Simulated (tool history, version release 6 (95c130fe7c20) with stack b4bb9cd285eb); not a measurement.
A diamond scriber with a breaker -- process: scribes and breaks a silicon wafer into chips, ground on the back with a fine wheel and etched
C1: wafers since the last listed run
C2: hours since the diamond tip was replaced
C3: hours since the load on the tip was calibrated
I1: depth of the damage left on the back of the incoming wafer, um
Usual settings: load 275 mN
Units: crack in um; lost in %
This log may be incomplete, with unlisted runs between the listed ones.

run 1 hour=0 | load=321 | C1=0 C2=528.7 C3=151.1 | I1=0.64 | crack=13.01 lost=2.78
run 2 hour=22.1 | load=321 | C1=70 C2=550.8 C3=173.2 | I1=0.62 | crack=12.76 lost=2.87
run 3 hour=61.2 | load=321 | C1=125 C2=589.9 C3=212.3 | I1=0.79 | crack=12.63 lost=2.88
run 4 hour=82.2 | load=237 | C1=67 C2=610.9 C3=233.3 | I1=0.47 | crack=10.5 lost=2.84
run 5 hour=100.5 | load=237 | C1=58 C2=629.2 C3=251.6 | I1=0.48 | crack=10.48 lost=2.63
run 6 hour=132.9 | load=237 | C1=103 C2=661.6 C3=284 | I1=0.66 | crack=10.27 lost=2.7
run 7 hour=165.9 | load=275 | C1=105 C2=694.6 C3=317 | I1=0.39 | crack=11.39 lost=1.89
run 8 hour=193.7 | load=275 | C1=88 C2=722.4 C3=344.8 | I1=0.39 | crack=11.56 lost=1.81
run 9 hour=222.6 | load=322 | C1=92 C2=751.3 C3=373.7 | I1=0.38 | crack=12.85 lost=2.87
run 10 hour=257.6 | load=322 | C1=111 C2=786.3 C3=408.7 | I1=0.65 | crack=12.93 lost=3.05
run 11 hour=285 | load=322 | C1=87 C2=813.7 C3=436.1 | I1=0.79 | crack=12.78 lost=3.08
run 12 hour=306.4 | load=335 | C1=68 C2=835.1 C3=457.5 | I1=0.66 | crack=13.1 lost=3.09
run 13 hour=322.1 | load=335 | C1=50 C2=850.8 C3=473.2 | I1=0.43 | crack=13.25 lost=3.19
run 14 hour=338.2 | load=275 | C1=51 C2=866.9 C3=489.3 | I1=0.54 | crack=11.63 lost=1.81
run 15 hour=356 | load=216 | C1=56 C2=884.7 C3=507.1 | I1=0.37 | crack=9.7 lost=4.58
run 16 hour=387.1 | load=216 | C1=99 C2=915.8 C3=538.2 | I1=0.46 | crack=9.67 lost=4.34
run 17 hour=420.5 | load=312 | C1=106 C2=949.2 C3=571.6 | I1=0.52 | crack=12.6 lost=2.43
run 18 hour=442.9 | load=312 | C1=71 C2=971.6 C3=594 | I1=0.37 | crack=12.45 lost=2.48
run 19 hour=462 | load=212 | C1=61 C2=990.7 C3=613.1 | I1=0.52 | crack=9.48 lost=4.86
run 20 hour=486.5 | load=321 | C1=78 C2=1015.2 C3=637.6 | I1=0.67 | crack=12.54 lost=2.69
run 21 hour=500.4 | load=321 | C1=44 C2=1029.1 C3=651.5 | I1=0.68 | crack=12.98 lost=2.71
run 22 hour=524.7 | load=225 | C1=77 C2=1053.4 C3=675.8 | I1=0.67 | crack=9.96 lost=3.69
-- hour=529.2 diamond tip replaced by a new one
run 23 hour=550.4 | load=275 | C1=75 C2=21.2 C3=701.5 | I1=0.59 | crack=11.48 lost=1.84
run 24 hour=578 | load=308 | C1=88 C2=48.8 C3=729.1 | I1=0.56 | crack=12.37 lost=2.3
run 25 hour=604.8 | load=204 | C1=85 C2=75.6 C3=755.9 | I1=0.47 | crack=9.22 lost=5.29
run 26 hour=629.9 | load=215 | C1=80 C2=100.7 C3=781 | I1=0.65 | crack=9.68 lost=4.01
-- hour=649.7 load on the tip recalibrated
run 27 hour=650.2 | load=329 | C1=58 C2=121 C3=0.5 | I1=0.35 | crack=13.04 lost=3.13
run 28 hour=669.6 | load=232 | C1=62 C2=140.4 C3=19.9 | I1=0.42 | crack=10.14 lost=3
run 29 hour=700.5 | load=339 | C1=98 C2=171.3 C3=50.8 | I1=0.41 | crack=13.18 lost=3.79
run 30 hour=744.9 | load=246 | C1=142 C2=215.7 C3=95.2 | I1=0.75 | crack=10.54 lost=2.22
run 31 hour=760.2 | load=197 | C1=48 C2=231 C3=110.5 | I1=0.73 | crack=9.02 lost=6.48
run 32 hour=784.2 | load=275 | C1=76 C2=255 C3=134.5 | I1=0.54 | crack=11.3 lost=1.94
run 33 hour=872.7 | load=342 | C1=283 C2=343.5 C3=223 | I1=0.47 | crack=13.26 lost=4
run 34 hour=890.8 | load=222 | C1=57 C2=361.6 C3=241.1 | I1=0.79 | crack=9.8 lost=3.73
run 35 hour=925.3 | load=339 | C1=110 C2=396.1 C3=275.6 | I1=0.61 | crack=13.42 lost=3.73
run 36 hour=946.1 | load=316 | C1=66 C2=416.9 C3=296.4 | I1=0.72 | crack=12.48 lost=2.5
run 37 hour=959.1 | load=275 | C1=41 C2=429.9 C3=309.4 | I1=0.45 | crack=11.68 lost=1.97
run 38 hour=976.3 | load=231 | C1=55 C2=447.1 C3=326.6 | I1=0.42 | crack=10.04 lost=3.17

Describe how what the log doesn't record of the tool's condition differs between the last listed run preceding each entry between runs and the first listed run following it.
After run 22, before run 23: diamond tip replaced by a new one (hour 529.2)
  no hidden state differs between the two runs
After run 26, before run 27: load on the tip recalibrated (hour 649.7)
  no hidden state differs between the two runs

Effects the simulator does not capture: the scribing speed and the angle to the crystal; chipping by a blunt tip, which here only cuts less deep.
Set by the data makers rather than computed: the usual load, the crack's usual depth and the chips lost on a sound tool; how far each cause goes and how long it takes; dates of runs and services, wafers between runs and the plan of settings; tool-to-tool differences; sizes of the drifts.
